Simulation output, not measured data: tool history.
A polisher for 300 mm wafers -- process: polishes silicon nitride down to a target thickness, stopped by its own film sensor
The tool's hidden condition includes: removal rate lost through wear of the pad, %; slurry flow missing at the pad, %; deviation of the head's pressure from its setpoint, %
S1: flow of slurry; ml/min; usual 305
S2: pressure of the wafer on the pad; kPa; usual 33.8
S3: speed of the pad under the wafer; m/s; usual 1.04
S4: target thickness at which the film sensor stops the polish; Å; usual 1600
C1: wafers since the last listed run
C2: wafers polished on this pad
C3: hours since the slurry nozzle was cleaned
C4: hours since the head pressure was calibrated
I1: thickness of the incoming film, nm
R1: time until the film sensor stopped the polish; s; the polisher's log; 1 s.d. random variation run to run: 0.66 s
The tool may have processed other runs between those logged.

| run | day | S1 | S2 | S3 | S4 | C1 | C2 | C3 | C4 | I1 | R1 |
|---|---|---|---|---|---|---|---|---|---|---|---|
| 1 | 0.000 | 385 | 33.8 | 1.04 | 1510 | 0 | 630 | 438.3 | 1109.6 | 270.1 | 47.0 |
| 2 | 0.525 | 305 | 33.8 | 1.32 | 1600 | 153 | 783 | 450.9 | 1122.2 | 272.6 | 36.9 |
| 3 | 1.179 | 305 | 33.8 | 1.04 | 1600 | 190 | 974 | 466.6 | 1137.9 | 269.2 | 44.3 |
| 4 | 1.917 | 305 | 33.8 | 1.04 | 1600 | 215 | 1189 | 484.3 | 1155.6 | 271.7 | 44.4 |
| 5 | 2.375 | 305 | 33.8 | 1.04 | 1600 | 133 | 1322 | 495.3 | 1166.6 | 271.8 | 46.5 |
|  | 2.658 | worn pad replaced by a new one |
| 6 | 2.679 | 305 | 33.8 | 1.04 | 1600 | 40 | 5 | 502.6 | 1173.9 | 267.1 | 38.4 |
| 7 | 3.229 | 305 | 33.8 | 1.04 | 1600 | 160 | 166 | 515.8 | 1187.1 | 270.2 | 41.7 |
| 8 | 3.938 | 305 | 33.8 | 1.04 | 1600 | 206 | 372 | 532.8 | 1204.1 | 271.3 | 44.7 |
| 9 | 4.504 | 305 | 33.8 | 1.26 | 1880 | 165 | 537 | 546.4 | 1217.7 | 272.6 | 28.7 |
| 10 | 4.921 | 305 | 33.8 | 1.26 | 1880 | 121 | 659 | 556.4 | 1227.7 | 268.4 | 27.5 |
| 11 | 7.017 | 305 | 33.8 | 1.26 | 1880 | 611 | 1270 | 606.7 | 1278.0 | 273.1 | 29.8 |
| 12 | 7.479 | 305 | 33.8 | 1.04 | 1600 | 134 | 1405 | 617.8 | 1289.1 | 270.7 | 46.0 |
| 13 | 7.971 | 305 | 33.8 | 1.04 | 1600 | 143 | 1548 | 629.6 | 1300.9 | 265.8 | 44.7 |
|  | 8.412 | worn pad replaced by a new one |
| 14 | 8.638 | 305 | 33.8 | 0.86 | 1600 | 145 | 65 | 645.6 | 1316.9 | 271.5 | 46.9 |
|  | 9.200 | head pressure recalibrated |
| 15 | 9.358 | 305 | 33.8 | 1.04 | 1500 | 185 | 251 | 662.9 | 3.8 | 271.4 | 46.4 |
| 16 | 9.988 | 385 | 33.8 | 1.04 | 1600 | 183 | 434 | 678.0 | 18.9 | 267.4 | 42.2 |
| 17 | 11.704 | 385 | 33.8 | 1.04 | 1600 | 500 | 935 | 719.2 | 60.1 | 271.6 | 44.3 |
| 18 | 12.379 | 305 | 23.4 | 1.04 | 1600 | 196 | 1132 | 735.4 | 76.3 | 272.8 | 64.2 |
| 19 | 12.775 | 275 | 33.8 | 1.04 | 1840 | 115 | 1247 | 744.9 | 85.8 | 271.9 | 37.1 |
| 20 | 13.250 | 355 | 33.8 | 1.04 | 1600 | 138 | 1385 | 756.3 | 97.2 | 267.7 | 44.2 |
|  | 13.475 | slurry nozzle cleaned |
|  | 13.683 | worn pad replaced by a new one |
| 21 | 13.725 | 305 | 33.8 | 1.16 | 1310 | 77 | 12 | 6.0 | 108.6 | 271.0 | 48.1 |
| 22 | 15.962 | 380 | 33.8 | 1.04 | 1950 | 652 | 664 | 59.7 | 162.3 | 267.4 | 29.3 |
| 23 | 16.296 | 305 | 37.9 | 1.04 | 1830 | 97 | 761 | 67.7 | 170.3 | 270.4 | 30.6 |
| 24 | 16.729 | 305 | 33.8 | 1.04 | 1600 | 126 | 888 | 78.1 | 180.7 | 270.2 | 43.4 |
| 25 | 17.242 | 305 | 29.6 | 1.04 | 1600 | 149 | 1037 | 90.4 | 193.0 | 267.6 | 47.4 |
| 26 | 17.575 | 305 | 33.8 | 1.34 | 1600 | 97 | 1134 | 98.4 | 201.0 | 272.9 | 36.5 |
|  | 18.242 | worn pad replaced by a new one |
| 27 | 18.262 | 305 | 33.8 | 1.04 | 1600 | 151 | 6 | 114.9 | 217.5 | 268.2 | 39.1 |
| 28 | 18.896 | 345 | 43.4 | 1.04 | 1600 | 184 | 191 | 130.1 | 232.7 | 272.8 | 32.9 |
| 29 | 19.467 | 305 | 36.5 | 1.04 | 1700 | 166 | 357 | 143.8 | 246.4 | 266.7 | 34.1 |
| 30 | 19.900 | 305 | 33.8 | 1.04 | 1600 | 126 | 483 | 154.2 | 256.8 | 267.9 | 42.9 |
| 31 | 20.429 | 305 | 33.8 | 1.36 | 1600 | 154 | 638 | 166.9 | 269.5 | 270.5 | 35.7 |
| 32 | 20.742 | 305 | 33.8 | 1.04 | 1600 | 91 | 729 | 174.4 | 277.0 | 271.4 | 45.3 |
| 33 | 21.217 | 305 | 33.8 | 1.04 | 1600 | 138 | 867 | 185.8 | 288.4 | 271.7 | 43.1 |
| 34 | 21.954 | 305 | 33.8 | 1.40 | 1830 | 215 | 1082 | 203.5 | 306.1 | 265.7 | 26.5 |
| 35 | 22.304 | 305 | 33.8 | 0.88 | 1600 | 102 | 1184 | 211.9 | 314.5 | 268.4 | 49.7 |
| 36 | 22.950 | 305 | 33.8 | 1.04 | 1600 | 188 | 1373 | 227.4 | 330.0 | 265.2 | 41.6 |
|  | 23.429 | worn pad replaced by a new one |
| 37 | 23.671 | 305 | 22.1 | 1.34 | 1970 | 161 | 70 | 244.7 | 347.3 | 269.5 | 32.0 |

4 options for the next run, each taken on its own from the tool as it stands now. Forecast them:
| A | 23.688 | 305 | 33.8 | 1.04 | 1600 | 4 | 75 | 245.1 | 347.7 | 266.8 | ? |
| B | 23.688 | 305 | 33.8 | 1.20 | 1500 | 4 | 75 | 245.1 | 347.7 | 266.8 | ? |
| C | 23.688 | 305 | 33.8 | 1.04 | 1920 | 4 | 75 | 245.1 | 347.7 | 266.8 | ? |
| D | 23.688 | 210 | 44.8 | 1.22 | 1600 | 4 | 75 | 245.1 | 347.7 | 266.8 | ? |

| run | R1 |
|---|---|
| A | 39.4 |
| B | 38.4 |
| C | 27.6 |
| D | 27.5 |
Stripped of hidden state, with their random variation kept, the same runs would have yielded:
| run | R1 |
|---|---|
| A | 38.5 |
| B | 37.5 |
| C | 27.0 |
| D | 26.9 |

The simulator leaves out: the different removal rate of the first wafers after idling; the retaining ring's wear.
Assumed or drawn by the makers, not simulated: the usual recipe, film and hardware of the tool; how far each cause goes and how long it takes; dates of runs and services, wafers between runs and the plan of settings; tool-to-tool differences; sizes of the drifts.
